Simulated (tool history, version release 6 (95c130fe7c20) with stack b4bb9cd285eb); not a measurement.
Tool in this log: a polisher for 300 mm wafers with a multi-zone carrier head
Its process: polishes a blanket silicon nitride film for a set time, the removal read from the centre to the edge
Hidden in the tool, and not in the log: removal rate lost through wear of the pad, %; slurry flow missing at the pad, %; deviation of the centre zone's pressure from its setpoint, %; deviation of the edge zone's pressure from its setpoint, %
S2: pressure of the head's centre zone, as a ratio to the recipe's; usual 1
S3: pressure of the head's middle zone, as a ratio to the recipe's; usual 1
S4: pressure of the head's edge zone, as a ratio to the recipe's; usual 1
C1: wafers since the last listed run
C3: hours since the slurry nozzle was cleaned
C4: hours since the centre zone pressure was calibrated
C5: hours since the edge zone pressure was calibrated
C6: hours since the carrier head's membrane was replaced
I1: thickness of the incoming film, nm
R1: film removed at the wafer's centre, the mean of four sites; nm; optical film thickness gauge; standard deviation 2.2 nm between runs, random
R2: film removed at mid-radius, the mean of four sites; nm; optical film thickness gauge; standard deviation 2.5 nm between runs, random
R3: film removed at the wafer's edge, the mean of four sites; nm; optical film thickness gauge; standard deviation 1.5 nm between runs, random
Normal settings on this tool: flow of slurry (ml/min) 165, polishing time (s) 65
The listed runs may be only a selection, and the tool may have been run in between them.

run 1 hour=0 | flow_of_slurry_(ml/min)=165 S2=1 S3=1 S4=1 polishing_time_(s)=65 | C1=0 wafers_polished_on_this_pad=1501 C3=409.5 C4=149.7 C5=633.9 C6=1515.3 | I1=746.2 | R1=178.5 R2=174.4 R3=175.3
run 2 hour=28.6 | flow_of_slurry_(ml/min)=165 S2=1 S3=1 S4=1 polishing_time_(s)=65 | C1=204 wafers_polished_on_this_pad=1706 C3=438.1 C4=178.3 C5=662.5 C6=1543.9 | I1=761.6 | R1=174.7 R2=175.3 R3=178.3
run 3 hour=69 | flow_of_slurry_(ml/min)=165 S2=1 S3=1 S4=1 polishing_time_(s)=65 | C1=289 wafers_polished_on_this_pad=1995 C3=478.5 C4=218.7 C5=702.9 C6=1584.3 | I1=758.9 | R1=174.4 R2=172.8 R3=174.6
run 4 hour=93.3 | flow_of_slurry_(ml/min)=165 S2=1 S3=1 S4=1 polishing_time_(s)=65 | C1=173 wafers_polished_on_this_pad=2169 C3=502.8 C4=243 C5=727.2 C6=1608.6 | I1=764.9 | R1=168.9 R2=172.4 R3=173.1
-- hour=120.7 worn pad replaced by a new one
-- hour=195.1 slurry nozzle cleaned
run 5 hour=308.1 | flow_of_slurry_(ml/min)=165 S2=1 S3=1 S4=1 polishing_time_(s)=65 | C1=1501 wafers_polished_on_this_pad=1334 C3=113 C4=457.8 C5=942 C6=1823.4 | I1=765.2 | R1=176.9 R2=173.4 R3=181.7
-- hour=314.4 carrier head's membrane replaced by a new one
run 6 hour=369.4 | flow_of_slurry_(ml/min)=165 S2=1 S3=1 S4=1 polishing_time_(s)=65 | C1=403 wafers_polished_on_this_pad=1737 C3=174.3 C4=519.1 C5=1003.3 C6=55 | I1=747.7 | R1=174.5 R2=175.1 R3=177.7
-- hour=387.4 worn pad replaced by a new one
run 7 hour=432.6 | flow_of_slurry_(ml/min)=165 S2=1 S3=1 S4=1 polishing_time_(s)=65 | C1=423 wafers_polished_on_this_pad=323 C3=237.5 C4=582.3 C5=1066.5 C6=118.2 | I1=754.5 | R1=179.3 R2=177.3 R3=185.7
run 8 hour=463 | flow_of_slurry_(ml/min)=165 S2=1 S3=1 S4=1 polishing_time_(s)=65 | C1=217 wafers_polished_on_this_pad=541 C3=267.9 C4=612.7 C5=1096.9 C6=148.6 | I1=772.9 | R1=179.8 R2=182.3 R3=184.9
run 9 hour=531.7 | flow_of_slurry_(ml/min)=165 S2=1 S3=1 S4=1 polishing_time_(s)=65 | C1=491 wafers_polished_on_this_pad=1033 C3=336.6 C4=681.4 C5=1165.6 C6=217.3 | I1=746.5 | R1=179.8 R2=179.3 R3=182.5
-- hour=570.6 edge zone pressure recalibrated
run 10 hour=578.6 | flow_of_slurry_(ml/min)=165 S2=1 S3=1 S4=1 polishing_time_(s)=65 | C1=321 wafers_polished_on_this_pad=1354 C3=383.5 C4=728.3 C5=8 C6=264.2 | I1=760.7 | R1=174.8 R2=180.5 R3=181.2
run 11 hour=610.6 | flow_of_slurry_(ml/min)=105 S2=1.11 S3=1 S4=1 polishing_time_(s)=65 | C1=229 wafers_polished_on_this_pad=1583 C3=415.5 C4=760.3 C5=40 C6=296.2 | I1=760.1 | R1=180.3 R2=162.2 R3=169.9
-- hour=620.6 centre zone pressure recalibrated
-- hour=654.3 worn pad replaced by a new one
run 12 hour=654.8 | flow_of_slurry_(ml/min)=140 S2=1.06 S3=1 S4=1 polishing_time_(s)=48 | C1=273 wafers_polished_on_this_pad=3 C3=459.7 C4=34.2 C5=84.2 C6=340.4 | I1=756.6 | R1=141.2 R2=128.2 R3=136.7
run 13 hour=710.4 | flow_of_slurry_(ml/min)=165 S2=1 S3=1 S4=1 polishing_time_(s)=65 | C1=397 wafers_polished_on_this_pad=401 C3=515.3 C4=89.8 C5=139.8 C6=396 | I1=753.6 | R1=178 R2=181.1 R3=185
-- hour=745.6 slurry nozzle cleaned
run 14 hour=748.5 | flow_of_slurry_(ml/min)=130 S2=1.1 S3=1 S4=1.06 polishing_time_(s)=65 | C1=265 wafers_polished_on_this_pad=667 C3=2.9 C4=127.9 C5=177.9 C6=434.1 | I1=758.2 | R1=196.2 R2=170.9 R3=183.3
run 15 hour=790.3 | flow_of_slurry_(ml/min)=165 S2=1 S3=0.97 S4=1.04 polishing_time_(s)=65 | C1=299 wafers_polished_on_this_pad=966 C3=44.7 C4=169.7 C5=219.7 C6=475.9 | I1=756.1 | R1=176.4 R2=168.2 R3=187.3
run 16 hour=836.2 | flow_of_slurry_(ml/min)=115 S2=1 S3=1 S4=1 polishing_time_(s)=48 | C1=328 wafers_polished_on_this_pad=1295 C3=90.6 C4=215.6 C5=265.6 C6=521.8 | I1=756.7 | R1=122.2 R2=122.8 R3=127.5
-- hour=908.6 worn pad replaced by a new one
run 17 hour=909.1 | flow_of_slurry_(ml/min)=165 S2=1 S3=1 S4=1 polishing_time_(s)=65 | C1=493 wafers_polished_on_this_pad=3 C3=163.5 C4=288.5 C5=338.5 C6=594.7 | I1=762.6 | R1=179.6 R2=180.9 R3=185.5
run 18 hour=962.9 | flow_of_slurry_(ml/min)=165 S2=1 S3=1 S4=1 polishing_time_(s)=65 | C1=385 wafers_polished_on_this_pad=388 C3=217.3 C4=342.3 C5=392.3 C6=648.5 | I1=764.4 | R1=186.4 R2=179.2 R3=183
run 19 hour=1020.8 | flow_of_slurry_(ml/min)=210 S2=1 S3=0.9 S4=1 polishing_time_(s)=65 | C1=414 wafers_polished_on_this_pad=802 C3=275.2 C4=400.2 C5=450.2 C6=706.4 | I1=755.8 | R1=187.4 R2=167.9 R3=185.8
run 20 hour=1070.6 | flow_of_slurry_(ml/min)=200 S2=1 S3=0.92 S4=1 polishing_time_(s)=65 | C1=356 wafers_polished_on_this_pad=1159 C3=325 C4=450 C5=500 C6=756.2 | I1=752.9 | R1=179.3 R2=167.9 R3=183.3
run 21 hour=1139.6 | flow_of_slurry_(ml/min)=165 S2=1 S3=1 S4=0.91 polishing_time_(s)=65 | C1=493 wafers_polished_on_this_pad=1653 C3=394 C4=519 C5=569 C6=825.2 | I1=750.9 | R1=173.1 R2=168.3 R3=168.3
-- hour=1181.3 worn pad replaced by a new one
run 22 hour=1190.8 | flow_of_slurry_(ml/min)=105 S2=1.05 S3=1 S4=1 polishing_time_(s)=86 | C1=337 wafers_polished_on_this_pad=68 C3=445.2 C4=570.2 C5=620.2 C6=876.4 | I1=764.8 | R1=231.8 R2=222 R3=235.6
run 23 hour=1231.3 | flow_of_slurry_(ml/min)=225 S2=1 S3=1.05 S4=1.11 polishing_time_(s)=44 | C1=289 wafers_polished_on_this_pad=357 C3=485.7 C4=610.7 C5=660.7 C6=916.9 | I1=755.9 | R1=125.7 R2=130.9 R3=136.1

For each run, what was the tool's unlogged condition?
slurry flow missing at the pad, %: 0 on each run
deviation of the centre zone's pressure from its setpoint, %: 0 on each run
deviation of the edge zone's pressure from its setpoint, %: 0 on each run
H1: removal rate lost through wear of the pad, %
run=1 H1=5.55
run=2 H1=6.16
run=3 H1=7.01
run=4 H1=7.53
run=5 H1=4.47
run=6 H1=5.77
run=7 H1=0.992
run=8 H1=1.64
run=9 H1=3.1
run=10 H1=4.09
run=11 H1=4.77
run=12 H1=0.462
run=13 H1=1.64
run=14 H1=2.45
run=15 H1=3.34
run=16 H1=4.31
run=17 H1=0.79
run=18 H1=1.93
run=19 H1=3.16
run=20 H1=4.22
run=21 H1=5.68
run=22 H1=1.46
run=23 H1=2.32
